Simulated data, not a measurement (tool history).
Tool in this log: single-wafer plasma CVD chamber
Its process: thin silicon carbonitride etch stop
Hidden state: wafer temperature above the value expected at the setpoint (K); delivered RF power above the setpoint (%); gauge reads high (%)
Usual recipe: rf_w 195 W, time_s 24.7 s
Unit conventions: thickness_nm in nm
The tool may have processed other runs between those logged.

run    hour  rf_w  time_s  wafers since the last listed run  hours since the last thermocouple change  hours since the last RF generator calibration  hours since the showerhead was replaced  hours since the gauge calibration  read-back reference wafer on the same gauge, thickness_nm  thickness_nm
  1       0   195    24.7                                 0                                    2261.7                                          412.1                                   3302.6                              348.5                                                     11.903         13.85
  2    89.5   195    24.7                              2316                                    2351.2                                          501.6                                   3392.1                                438                                                     11.881        13.873
  3   132.2   195    22.6                              1105                                    2393.9                                          544.3                                   3434.8                              480.7                                                     11.898        12.791
  4   192.8   195    24.7                              1568                                    2454.5                                          604.9                                   3495.4                              541.3                                                     11.906        13.795
  5   275.4   205    22.9                              2137                                    2537.1                                          687.5                                     3578                              623.9                                                      11.91        13.078
  6   370.8   195    26.8                              2468                                    2632.5                                          782.9                                   3673.4                              719.3                                                     11.902        14.963
  7   441.7   195    26.8                              1834                                    2703.4                                          853.8                                   3744.3                              790.2                                                     11.898        14.898
  8   537.9   195    24.7                              2489                                    2799.6                                            950                                   3840.5                              886.4                                                     11.913        13.807
  9   641.2   210    24.7                              2673                                    2902.9                                         1053.3                                   3943.8                              989.7                                                     11.902        14.179
 10   693.7   210    24.7                              1358                                    2955.4                                         1105.8                                   3996.3                             1042.2                                                     11.914        14.099
 11   730.8   195    24.7                               960                                    2992.5                                         1142.9                                   4033.4                             1079.3                                                     11.906         13.75
      801.5  -- thermocouple changed; heater temperature recalibrated
 12   816.4   175    20.9                              2008                                      14.9                                         1228.5                                     4119                             1164.9                                                     11.896        11.149
 13   924.3   175    20.9                              2792                                     122.8                                         1336.4                                   4226.9                             1272.8                                                     11.909        11.101
      989.7  -- showerhead replaced
 14  1001.7   210    21.6                              1796                                     200.2                                         1413.8                                       12                             1350.2                                                     11.896         12.32
 15  1098.2   195    20.5                              2497                                     296.7                                         1510.3                                    108.5                             1446.7                                                     11.909        11.312
 16  1136.6   180    19.8                               993                                     335.1                                         1548.7                                    146.9                             1485.1                                                     11.894        10.531
 17  1234.5   165    29.1                              2533                                       433                                         1646.6                                    244.8                               1583                                                     11.901        14.974
 18  1306.3   215    29.2                              1858                                     504.8                                         1718.4                                    316.6                             1654.8                                                     11.898        16.542
     1331.9  -- RF generator calibrated
 19  1395.8   205    27.6                              2109                                     594.3                                           63.9                                    406.1                             1744.3                                                     11.911        15.998
 20  1483.1   195    29.4                              2259                                     681.6                                          151.2                                    493.4                             1831.6                                                     11.903        16.652
     1561.1  -- gauge calibrated
 21    1562   225    28.3                              2041                                     760.5                                          230.1                                    572.3                                0.9                                                     11.899        16.913
 22  1627.6   195    23.1                              1697                                     826.1                                          295.7                                    637.9                               66.5                                                     11.897        12.995
 23  1692.7   215    28.4                              1684                                     891.2                                          360.8                                      703                              131.6                                                     11.897        16.522
 24  1735.7   180    19.8                              1112                                     934.2                                          403.8                                      746                              174.6                                                     11.916        10.889
 25  1831.8   195    24.7                              2487                                    1030.3                                          499.9                                    842.1                              270.7                                                     11.902        13.874
 26  1906.1   195    24.7                              1922                                    1104.6                                          574.2                                    916.4                                345                                                      11.92        13.867
 27  2011.7   170    24.7                              2732                                    1210.2                                          679.8                                     1022                              450.6                                                     11.891        13.123
 28  2106.7   185    22.6                              2458                                    1305.2                                          774.8                                     1117                              545.6                                                     11.905        12.524
 29  2381.7   175    26.5                              7116                                    1580.2                                         1049.8                                     1392                              820.6                                                     11.891        14.191
 30  2620.3   160    26.6                              6174                                    1818.8                                         1288.4                                   1630.6                             1059.2                                                       11.9        13.581
 31  2658.1   235    20.5                               978                                    1856.6                                         1326.2                                   1668.4                               1097                                                     11.901        11.976
 32  2696.3   195    24.7                               988                                    1894.8                                         1364.4                                   1706.6                             1135.2                                                     11.896        13.667
 33  2792.7   195    26.8                              2494                                    1991.2                                         1460.8                                     1803                             1231.6                                                     11.904        14.958
 34  2831.5   195    29.1                              1004                                      2030                                         1499.6                                   1841.8                             1270.4                                                     11.897        16.098

How would selected steps in thickness_nm from run to run divide? Give the signed amount a tool lacking its hidden state would still show from settings, what came in and random variation, and the signed amount left for the hidden state, including any gauge scatter that is not in both of the compared results.
Run 16 -> 17: rf_w 180 -> 165, time_s 19.8 -> 29.1. thickness_nm +4.443 nm: hidden state -0.158, all else +4.601.
Run 18 -> 19: rf_w 215 -> 205, time_s 29.2 -> 27.6, RF generator calibrated. thickness_nm -0.544 nm: hidden state +0.482, all else -1.026.
Run 21 -> 22: rf_w 225 -> 195, time_s 28.3 -> 23.1. thickness_nm -3.918 nm: hidden state +0.01, all else -3.928.
Run 23 -> 24: rf_w 215 -> 180, time_s 28.4 -> 19.8. thickness_nm -5.633 nm: hidden state +0.041, all else -5.674.
Run 28 -> 29: rf_w 185 -> 175, time_s 22.6 -> 26.5. thickness_nm +1.667 nm: hidden state -0.102, all else +1.769.
